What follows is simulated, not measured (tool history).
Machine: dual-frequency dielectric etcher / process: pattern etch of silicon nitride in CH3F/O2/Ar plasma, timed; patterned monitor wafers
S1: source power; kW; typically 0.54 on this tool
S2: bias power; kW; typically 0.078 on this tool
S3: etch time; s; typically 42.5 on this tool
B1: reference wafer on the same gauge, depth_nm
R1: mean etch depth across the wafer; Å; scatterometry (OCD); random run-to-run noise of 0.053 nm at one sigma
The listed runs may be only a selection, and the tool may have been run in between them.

run   hour    S1     S2    S3     B1     R1
  1      0  0.54  0.078  42.5  33.41  344.5
  2    6.7  0.54  0.078  42.5   33.4  344.1
  3   15.7  0.54  0.078  42.5  33.38  343.9
  4   27.9  0.54  0.078  42.5  33.39  343.2
  5   39.4  0.54  0.078  42.5  33.39  342.8
      45.5  -- source power generator calibrated
  6   54.9  0.54  0.093    46   33.4  399.1
  7   62.5  0.54  0.093    46   33.4  399.2
      68.1  -- gauge calibrated
  8   70.5  0.54  0.078  42.5  33.39    342
  9   88.3  0.54  0.078  42.5   33.4  342.3
 10  104.1   0.5  0.078  42.5  33.41  336.5
 11  115.9  0.63  0.068  42.5  33.42    336
 12  133.8  0.54  0.078  54.5  33.39  437.8
 13  144.6  0.67  0.093  33.5  33.39  305.1
     169.4  -- wet clean of the chamber
 14  169.9  0.54  0.078  42.5  33.41  347.2
 15  173.9  0.54  0.078  42.5   33.4    347
     180.2  -- bias power generator calibrated
 16  188.1  0.54  0.078  42.5   33.4  355.2
 17  198.6  0.61   0.07    34  33.41  279.6
     238.7  -- upper electrode replaced
 18  239.2  0.65  0.078  42.5  33.42  370.6
 19  239.6  0.58  0.078    52   33.4    440
 20  239.9  0.58  0.066    53  33.41  418.9
 21  254.3  0.54  0.086  33.5  33.39  290.9
 22  269.3  0.42   0.06    37  33.41  261.6
 23  281.4  0.41  0.086  42.5   33.4  347.1
 24  287.8  0.64  0.078    55  33.42  476.8
 25  303.4  0.63  0.078  52.5  33.42  451.9
 26    321  0.64  0.068    47  33.41  384.2
 27  332.8  0.54  0.084    55  33.39  470.6
 28  349.1  0.54  0.087  33.5  33.39  290.4
 29  356.6  0.49  0.078    31  33.41  251.6
     363.8  -- gauge calibrated
 30  372.9  0.54  0.078  42.5  33.42  352.3

Alternative continuations, all from the tool just after run 30; predict every row:
  A  373.3  0.54  0.078  42.5   ?   ?
  B  373.3  0.41  0.088  42.5   ?   ?
  C  373.3  0.61  0.069  42.5   ?   ?
  D  373.3  0.68  0.078  42.5   ?   ?

run     B1     R1
  A  33.39  352.3
  B  33.39    349
  C  33.39  344.8
  D  33.39  372.7
The same runs, with their run-to-run variation unchanged, on a tool lacking any hidden condition would have given:
run     R1
  A  355.4
  B  352.1
  C  347.8
  D    376

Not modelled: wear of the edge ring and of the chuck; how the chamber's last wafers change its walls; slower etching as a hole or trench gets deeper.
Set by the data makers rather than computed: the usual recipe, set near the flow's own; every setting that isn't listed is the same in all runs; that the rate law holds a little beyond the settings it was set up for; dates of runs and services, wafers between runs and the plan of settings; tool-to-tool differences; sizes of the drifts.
